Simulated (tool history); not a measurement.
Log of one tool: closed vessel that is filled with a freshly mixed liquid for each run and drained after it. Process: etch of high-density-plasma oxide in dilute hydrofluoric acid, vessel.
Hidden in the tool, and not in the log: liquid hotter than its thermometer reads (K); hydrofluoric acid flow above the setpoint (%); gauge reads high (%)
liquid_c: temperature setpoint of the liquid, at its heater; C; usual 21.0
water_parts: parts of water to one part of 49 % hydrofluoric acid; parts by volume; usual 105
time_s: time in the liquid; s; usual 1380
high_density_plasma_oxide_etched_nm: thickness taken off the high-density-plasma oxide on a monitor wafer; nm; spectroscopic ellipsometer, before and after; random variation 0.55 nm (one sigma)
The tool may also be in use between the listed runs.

run   hour  liquid_c  water_parts  time_s  wafers since the last listed run  hours since the thermometer was replaced  hours since the hydrofluoric acid flow meter was replaced  hours since the gauge calibration  read-back film thickness of the high-density-plasma oxide reference wafer, read on the same gauge (nm)  high_density_plasma_oxide_etched_nm
  1    0.0      21.0          105    1380                                 0                                    2538.0                                                      549.0                              836.4                                                                                                  129.98                                68.18
  2   20.4      21.0          105    1380                               745                                    2558.4                                                      569.4                              856.8                                                                                                  129.98                                68.65
  3   39.4      21.0          105    1380                               694                                    2577.4                                                      588.4                              875.8                                                                                                  130.01                                69.13
  4   62.6      21.0          105    1380                               847                                    2600.6                                                      611.6                              899.0                                                                                                  130.00                                70.60
  5   91.5      21.0          105    1380                              1055                                    2629.5                                                      640.5                              927.9                                                                                                  129.98                                69.62
  6  121.2      21.0          105    1380                              1085                                    2659.2                                                      670.2                              957.6                                                                                                  129.99                                68.38
  7  145.0      21.0          105    1380                               869                                    2683.0                                                      694.0                              981.4                                                                                                  129.98                                68.99
     162.5  -- hydrofluoric acid flow meter replaced
  8  163.4      21.0          105    1985                               635                                    2701.4                                                        0.9                              999.8                                                                                                  130.00                                99.45
  9  195.7      21.0          105    1380                              1179                                    2733.7                                                       33.2                             1032.1                                                                                                  130.01                                70.11
 10  227.2      25.0           80    1810                              1150                                    2765.2                                                       64.7                             1063.6                                                                                                  129.99                               142.91
 11  245.5      17.0          105     850                               668                                    2783.5                                                       83.0                             1081.9                                                                                                  130.00                                36.67
 12  267.9      21.0          105    1380                               818                                    2805.9                                                      105.4                             1104.3                                                                                                  130.06                                69.89
 13  297.6      21.0          105    1380                              1085                                    2835.6                                                      135.1                             1134.0                                                                                                  129.97                                70.42
 14  313.4      21.0          105    1380                               577                                    2851.4                                                      150.9                             1149.8                                                                                                  130.04                                69.68
 15  326.0      25.0          105     660                               460                                    2864.0                                                      163.5                             1162.4                                                                                                  130.01                                38.90
     335.5  -- thermometer replaced
 16  348.5      21.0          135    1725                               785                                      13.0                                                      186.0                             1184.9                                                                                                  130.05                                68.96
     356.6  -- gauge calibrated
 17  368.1      21.0          130    1380                               716                                      32.6                                                      205.6                               11.5                                                                                                  129.95                                57.45
 18  382.9      21.0          105    1605                               540                                      47.4                                                      220.4                               26.3                                                                                                  129.99                                84.47
 19  399.1      23.0          105    1715                               591                                      63.6                                                      236.6                               42.5                                                                                                  130.04                                99.95
 20  411.8      21.0          105    1380                               463                                      76.3                                                      249.3                               55.2                                                                                                  129.97                                73.98
 21  436.2      21.0          105    2000                               891                                     100.7                                                      273.7                               79.6                                                                                                  130.01                               106.81
 22  451.8      21.0          105    1380                               569                                     116.3                                                      289.3                               95.2                                                                                                  130.01                                74.84
 23  473.1      21.0           70    1380                               778                                     137.6                                                      310.6                              116.5                                                                                                  129.98                               114.96
     485.3  -- thermometer replaced, repeated, since the last time left the tool worse
 24  496.7      21.0           85    1960                               825                                      11.4                                                      334.2                              140.1                                                                                                  130.02                               117.83
 25  515.5      23.5          105    1000                               686                                      30.2                                                      353.0                              158.9                                                                                                  129.97                                51.91
 26  547.1      25.0          105     660                              1154                                      61.8                                                      384.6                              190.5                                                                                                  130.01                                36.22
 27  568.9      18.5          135    1100                               796                                      83.6                                                      406.4                              212.3                                                                                                  130.06                                35.32
 28  586.8      17.5          105    1100                               653                                     101.5                                                      424.3                              230.2                                                                                                  129.95                                44.79
 29  620.8      17.0          105     660                              1242                                     135.5                                                      458.3                              264.2                                                                                                  130.00                                26.17
 30  645.3      21.0          105    1380                               895                                     160.0                                                      482.8                              288.7                                                                                                  130.02                                66.11
 31  667.7      23.5          150     570                               818                                     182.4                                                      505.2                              311.1                                                                                                  129.99                                19.75

Hidden state at the last listed run before each entry between runs and at the first one after, where it differs:
Between runs 7 and 8: hydrofluoric acid flow meter replaced (hour 162.5)
  liquid hotter than its thermometer reads (K): 1.74 -> 1.75
  measured less the result without the state, high_density_plasma_oxide_etched_nm: +4.67 -> +6.76 nm
Between runs 15 and 16: thermometer replaced (hour 335.5)
  liquid hotter than its thermometer reads (K): 1.86 -> 3.17
  measured less the result without the state, high_density_plasma_oxide_etched_nm: +2.70 -> +8.05 nm
Between runs 16 and 17: gauge calibrated (hour 356.6)
  liquid hotter than its thermometer reads (K): 3.17 -> 3.18
  measured less the result without the state, high_density_plasma_oxide_etched_nm: +8.05 -> +6.75 nm
Between runs 23 and 24: thermometer replaced, repeated, since the last time left the tool worse (hour 485.3)
  liquid hotter than its thermometer reads (K): 3.24 -> 0.101
  measured less the result without the state, high_density_plasma_oxide_etched_nm: +14.30 -> +0.48 nm
